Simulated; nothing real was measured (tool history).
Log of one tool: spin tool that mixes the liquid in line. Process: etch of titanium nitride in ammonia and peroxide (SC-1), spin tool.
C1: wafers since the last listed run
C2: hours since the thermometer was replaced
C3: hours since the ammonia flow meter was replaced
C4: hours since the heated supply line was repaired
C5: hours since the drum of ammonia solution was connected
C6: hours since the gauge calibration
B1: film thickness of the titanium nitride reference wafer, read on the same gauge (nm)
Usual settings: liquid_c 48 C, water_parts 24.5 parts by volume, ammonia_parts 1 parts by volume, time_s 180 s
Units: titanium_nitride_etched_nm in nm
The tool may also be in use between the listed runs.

run 1 hour=0 | liquid_c=48 water_parts=24.5 ammonia_parts=1 time_s=180 | C1=0 C2=1332.9 C3=277.6 C4=2291.7 C5=392.5 C6=1166.4 | B1=149.976 | titanium_nitride_etched_nm=4.179
run 2 hour=65.6 | liquid_c=48 water_parts=24.5 ammonia_parts=1 time_s=180 | C1=391 C2=1398.5 C3=343.2 C4=2357.3 C5=458.1 C6=1232 | B1=149.987 | titanium_nitride_etched_nm=4.129
-- hour=91.3 thermometer replaced
-- hour=93.8 gauge calibrated
-- hour=160.8 new drum of ammonia solution connected
run 3 hour=170.6 | liquid_c=48 water_parts=24.5 ammonia_parts=1 time_s=180 | C1=614 C2=79.3 C3=448.2 C4=2462.3 C5=9.8 C6=76.8 | B1=149.988 | titanium_nitride_etched_nm=4.581
run 4 hour=243.7 | liquid_c=48 water_parts=24.5 ammonia_parts=1 time_s=180 | C1=436 C2=152.4 C3=521.3 C4=2535.4 C5=82.9 C6=149.9 | B1=149.994 | titanium_nitride_etched_nm=4.549
run 5 hour=347.9 | liquid_c=48 water_parts=24.5 ammonia_parts=1 time_s=180 | C1=621 C2=256.6 C3=625.5 C4=2639.6 C5=187.1 C6=254.1 | B1=150.007 | titanium_nitride_etched_nm=4.505
run 6 hour=414.9 | liquid_c=48 water_parts=24.5 ammonia_parts=1 time_s=180 | C1=399 C2=323.6 C3=692.5 C4=2706.6 C5=254.1 C6=321.1 | B1=150.017 | titanium_nitride_etched_nm=4.499
run 7 hour=670.2 | liquid_c=48 water_parts=24.5 ammonia_parts=1 time_s=180 | C1=1523 C2=578.9 C3=947.8 C4=2961.9 C5=509.4 C6=576.4 | B1=150.025 | titanium_nitride_etched_nm=4.405
run 8 hour=708.5 | liquid_c=48 water_parts=24.5 ammonia_parts=1 time_s=180 | C1=228 C2=617.2 C3=986.1 C4=3000.2 C5=547.7 C6=614.7 | B1=149.995 | titanium_nitride_etched_nm=4.371
-- hour=743.1 new drum of ammonia solution connected
run 9 hour=769.1 | liquid_c=48 water_parts=24.5 ammonia_parts=1 time_s=180 | C1=355 C2=677.8 C3=1046.7 C4=3060.8 C5=26 C6=675.3 | B1=150.022 | titanium_nitride_etched_nm=4.365
-- hour=784.2 ammonia flow meter replaced
run 10 hour=859.9 | liquid_c=48 water_parts=24.5 ammonia_parts=1 time_s=180 | C1=535 C2=768.6 C3=75.7 C4=3151.6 C5=116.8 C6=766.1 | B1=149.983 | titanium_nitride_etched_nm=4.3
run 11 hour=957.5 | liquid_c=45 water_parts=24.5 ammonia_parts=0.65 time_s=180 | C1=582 C2=866.2 C3=173.3 C4=3249.2 C5=214.4 C6=863.7 | B1=149.989 | titanium_nitride_etched_nm=3.197
run 12 hour=1230.2 | liquid_c=48 water_parts=36 ammonia_parts=0.6 time_s=110 | C1=1627 C2=1138.9 C3=446 C4=3521.9 C5=487.1 C6=1136.4 | B1=150.012 | titanium_nitride_etched_nm=1.869
-- hour=1237.9 heated supply line repaired
run 13 hour=1295.6 | liquid_c=57 water_parts=32 ammonia_parts=0.75 time_s=180 | C1=384 C2=1204.3 C3=511.4 C4=57.7 C5=552.5 C6=1201.8 | B1=149.993 | titanium_nitride_etched_nm=6.696
run 14 hour=1363.7 | liquid_c=48 water_parts=29.5 ammonia_parts=1 time_s=180 | C1=406 C2=1272.4 C3=579.5 C4=125.8 C5=620.6 C6=1269.9 | B1=149.977 | titanium_nitride_etched_nm=3.902
-- hour=1369.6 new drum of ammonia solution connected
-- hour=1430.2 thermometer replaced
-- hour=1541.4 gauge calibrated
run 15 hour=1648.9 | liquid_c=45.5 water_parts=24.5 ammonia_parts=1 time_s=180 | C1=1689 C2=218.7 C3=864.7 C4=411 C5=279.3 C6=107.5 | B1=150.025 | titanium_nitride_etched_nm=3.838
-- hour=1740.7 ammonia flow meter replaced
run 16 hour=1741.4 | liquid_c=51.5 water_parts=24.5 ammonia_parts=0.85 time_s=130 | C1=545 C2=311.2 C3=0.7 C4=503.5 C5=371.8 C6=200 | B1=149.977 | titanium_nitride_etched_nm=4.036
run 17 hour=1805.5 | liquid_c=48 water_parts=24.5 ammonia_parts=1 time_s=180 | C1=382 C2=375.3 C3=64.8 C4=567.6 C5=435.9 C6=264.1 | B1=149.949 | titanium_nitride_etched_nm=4.521
run 18 hour=1865.4 | liquid_c=48 water_parts=24.5 ammonia_parts=1 time_s=180 | C1=357 C2=435.2 C3=124.7 C4=627.5 C5=495.8 C6=324 | B1=150.029 | titanium_nitride_etched_nm=4.467
run 19 hour=1957.2 | liquid_c=55 water_parts=21.5 ammonia_parts=1 time_s=180 | C1=547 C2=527 C3=216.5 C4=719.3 C5=587.6 C6=415.8 | B1=149.997 | titanium_nitride_etched_nm=7.745
run 20 hour=2034.7 | liquid_c=42.5 water_parts=17.5 ammonia_parts=1.2 time_s=180 | C1=462 C2=604.5 C3=294 C4=796.8 C5=665.1 C6=493.3 | B1=149.984 | titanium_nitride_etched_nm=3.66
-- hour=2068 new drum of ammonia solution connected
run 21 hour=2115.1 | liquid_c=50.5 water_parts=20.5 ammonia_parts=0.75 time_s=115 | C1=473 C2=684.9 C3=374.4 C4=877.2 C5=47.1 C6=573.7 | B1=150.036 | titanium_nitride_etched_nm=3.496
run 22 hour=2221.4 | liquid_c=51 water_parts=34.5 ammonia_parts=1 time_s=145 | C1=634 C2=791.2 C3=480.7 C4=983.5 C5=153.4 C6=680 | B1=149.978 | titanium_nitride_etched_nm=3.521

5 ways to go on from here, each from the tool as it stands after run 22. What would each give?
run A hour=2221.9 | liquid_c=48 water_parts=24.5 ammonia_parts=1 time_s=180 | C1=2 C2=791.7 C3=481.2 C4=984 C5=153.9 C6=680.5 | B1=? | titanium_nitride_etched_nm=?
run B hour=2221.9 | liquid_c=48 water_parts=24.5 ammonia_parts=1.2 time_s=130 | C1=2 C2=791.7 C3=481.2 C4=984 C5=153.9 C6=680.5 | B1=? | titanium_nitride_etched_nm=?
run C hour=2221.9 | liquid_c=48 water_parts=20 ammonia_parts=1 time_s=180 | C1=2 C2=791.7 C3=481.2 C4=984 C5=153.9 C6=680.5 | B1=? | titanium_nitride_etched_nm=?
run D hour=2221.9 | liquid_c=51.5 water_parts=15 ammonia_parts=1 time_s=255 | C1=2 C2=791.7 C3=481.2 C4=984 C5=153.9 C6=680.5 | B1=? | titanium_nitride_etched_nm=?
run E hour=2221.9 | liquid_c=39.5 water_parts=24.5 ammonia_parts=1 time_s=260 | C1=2 C2=791.7 C3=481.2 C4=984 C5=153.9 C6=680.5 | B1=? | titanium_nitride_etched_nm=?

run=A B1=149.976 titanium_nitride_etched_nm=4.357
run=B B1=149.976 titanium_nitride_etched_nm=3.249
run=C B1=149.976 titanium_nitride_etched_nm=4.872
run=D B1=149.976 titanium_nitride_etched_nm=10.304
run=E B1=149.976 titanium_nitride_etched_nm=3.383
Without the tool's hidden state the same runs would have given:
run=A titanium_nitride_etched_nm=4.747
run=B titanium_nitride_etched_nm=3.54
run=C titanium_nitride_etched_nm=5.308
run=D titanium_nitride_etched_nm=11.206
run=E titanium_nitride_etched_nm=3.703

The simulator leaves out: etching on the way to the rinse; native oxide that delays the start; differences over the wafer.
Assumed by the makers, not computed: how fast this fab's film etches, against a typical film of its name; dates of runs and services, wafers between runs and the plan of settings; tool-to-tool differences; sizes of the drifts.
